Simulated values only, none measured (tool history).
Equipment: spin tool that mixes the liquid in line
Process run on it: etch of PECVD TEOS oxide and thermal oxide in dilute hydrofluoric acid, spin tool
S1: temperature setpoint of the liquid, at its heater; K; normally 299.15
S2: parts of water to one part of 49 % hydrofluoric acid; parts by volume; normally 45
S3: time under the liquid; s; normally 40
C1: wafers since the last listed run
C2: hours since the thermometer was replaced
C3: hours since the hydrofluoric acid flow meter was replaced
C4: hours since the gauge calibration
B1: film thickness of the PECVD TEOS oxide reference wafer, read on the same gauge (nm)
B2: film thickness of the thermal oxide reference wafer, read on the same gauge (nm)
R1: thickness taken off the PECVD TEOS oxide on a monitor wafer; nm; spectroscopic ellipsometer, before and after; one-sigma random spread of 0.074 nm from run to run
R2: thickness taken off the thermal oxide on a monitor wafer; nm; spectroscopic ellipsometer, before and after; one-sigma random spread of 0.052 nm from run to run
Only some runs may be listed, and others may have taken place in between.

run,day,S1,S2,S3,C1,C2,C3,C4,B1,B2,R1,R2
1,0,299.15,45,40,0,2181.2,1519.1,338.4,150,30.01,11.5,4.86
2,1.5,299.15,45,40,587,2217.2,1555.1,374.4,150.01,30.01,11.56,4.9
3,5.192,302.65,45,40,1446,2305.8,1643.7,463,150,30.03,13.18,5.59
4,7.654,299.15,45,40,964,2364.9,1702.8,522.1,150.01,30,11.51,4.8
5,10.167,299.15,45,40,984,2425.2,1763.1,582.4,149.98,30.01,11.46,4.77
6,11.879,299.15,45,40,671,2466.3,1804.2,623.5,150.03,29.98,11.43,4.81
# day 12.038: thermometer replaced
7,15.612,299.15,45,40,1446,85.8,1893.8,713.1,150,30.03,11.36,4.66
# day 16.512: gauge calibrated
8,17.721,300.65,45,40,826,136.4,1944.4,29,150.01,29.97,12.02,5
9,21.892,299.15,45,40,1634,236.5,2044.5,129.1,149.99,29.97,11.19,4.71
# day 23.038: hydrofluoric acid flow meter replaced
10,23.821,302.15,50,60,739,282.8,18.8,175.4,150.02,30,18.76,7.99
11,26.929,295.65,30,50,1218,357.4,93.4,250,149.98,30.04,20.48,8.78
12,28.8,301.65,40,60,733,402.3,138.3,294.9,149.98,30.02,23.27,9.82
13,30.7,299.15,45,40,744,447.9,183.9,340.5,149.99,29.99,12.44,5.19
14,32.958,294.65,25,25,884,502.1,238.1,394.7,149.99,30,11.72,4.99

3 options for the next run, each taken on its own from the tool as it stands now. Forecast them:
A,32.975,299.15,45,40,6,502.5,238.5,395.1,?,?,?,?
B,32.975,299.15,55,40,6,502.5,238.5,395.1,?,?,?,?
C,32.975,295.15,25,60,6,502.5,238.5,395.1,?,?,?,?

run,B1,B2,R1,R2
A,150.01,29.97,12.2,5.25
B,150.01,29.97,9.84,4.24
C,150.01,29.97,28.66,12.34
With no hidden state in the tool, these same runs would have given:
run,R1,R2
A,12.53,5.39
B,10.11,4.35
C,29.41,12.66
